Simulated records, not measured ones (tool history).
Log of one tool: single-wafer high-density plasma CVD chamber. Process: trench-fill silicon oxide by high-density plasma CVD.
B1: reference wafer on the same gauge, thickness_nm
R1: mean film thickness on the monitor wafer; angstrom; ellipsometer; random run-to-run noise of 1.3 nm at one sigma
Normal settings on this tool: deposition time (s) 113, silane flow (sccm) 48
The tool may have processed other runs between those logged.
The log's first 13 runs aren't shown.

Run 14, hour 971.7: usual settings but silane flow (sccm) 42; B1 478.642. Result: R1 5496.61 angstrom.
Run 15, hour 1055.8: usual settings; B1 479.196. Result: R1 5890.48 angstrom.
Run 16, hour 1098.9: usual settings; B1 478.98. Result: R1 5852.69 angstrom.
Run 17, hour 1175.2: usual settings but deposition time (s) 126, silane flow (sccm) 57; B1 478.779. Result: R1 7161.82 angstrom.
Run 18, hour 1217.6: usual settings but deposition time (s) 100, silane flow (sccm) 51; B1 478.946. Result: R1 5344.16 angstrom.
At hour 1233: silane flow controller replaced.
Run 19, hour 1349.7: usual settings; B1 479.083. Result: R1 5837.38 angstrom.
Run 20, hour 1386: usual settings but deposition time (s) 134; B1 479.272. Result: R1 6905.38 angstrom.
Run 21, hour 1483.7: usual settings but deposition time (s) 134, silane flow (sccm) 56; B1 479.071. Result: R1 7463.08 angstrom.
Run 22, hour 1530: usual settings; B1 479.463. Result: R1 5809.57 angstrom.
Run 23, hour 1583.4: usual settings but deposition time (s) 132, silane flow (sccm) 54; B1 479.124. Result: R1 7233.53 angstrom.
Run 24, hour 1680.8: usual settings but deposition time (s) 92, silane flow (sccm) 58; B1 478.837. Result: R1 5241.8 angstrom.
Run 25, hour 1780.5: usual settings but deposition time (s) 106, silane flow (sccm) 43; B1 478.809. Result: R1 5172.96 angstrom.
Run 26, hour 1832.4: usual settings but deposition time (s) 136, silane flow (sccm) 51; B1 478.92. Result: R1 7213.08 angstrom.
Run 27, hour 1891.1: usual settings but silane flow (sccm) 46; B1 478.954. Result: R1 5688.71 angstrom.
Run 28, hour 1943: usual settings; B1 478.832. Result: R1 5832.47 angstrom.
Run 29, hour 2022.8: usual settings but deposition time (s) 100, silane flow (sccm) 51; B1 479.072. Result: R1 5343.59 angstrom.
Run 30, hour 2064.7: usual settings; B1 478.855. Result: R1 5824.19 angstrom.
Run 31, hour 2156.8: usual settings but silane flow (sccm) 44; B1 479.049. Result: R1 5565.93 angstrom.
Run 32, hour 2224.1: usual settings but deposition time (s) 92, silane flow (sccm) 40; B1 478.75. Result: R1 4355.25 angstrom.
Run 33, hour 2273.3: usual settings but deposition time (s) 127, silane flow (sccm) 57; B1 478.677. Result: R1 7164.5 angstrom.

Forecast each of these 5 alternatives for the next run:
Run A, hour 2273.7: usual settings but deposition time (s) 132; B1 ?. Result: R1 ?.
Run B, hour 2273.7: usual settings but deposition time (s) 104, silane flow (sccm) 44; B1 ?. Result: R1 ?.
Run C, hour 2273.7: usual settings but deposition time (s) 91, silane flow (sccm) 42; B1 ?. Result: R1 ?.
Run D, hour 2273.7: usual settings but deposition time (s) 121, silane flow (sccm) 44; B1 ?. Result: R1 ?.
Run E, hour 2273.7: usual settings but deposition time (s) 100, silane flow (sccm) 53; B1 ?. Result: R1 ?.

run       B1       R1
  A  479.057  6810.81
  B  479.057  5142.51
  C  479.057  4401.88
  D  479.057  5983.11
  E  479.057  5428.44
Take away the tool's hidden state, keep each run's random variation, and the runs would have read:
run       R1
  A   6794.1
  B  5129.89
  C  4391.07
  D  5968.42
  E  5415.12
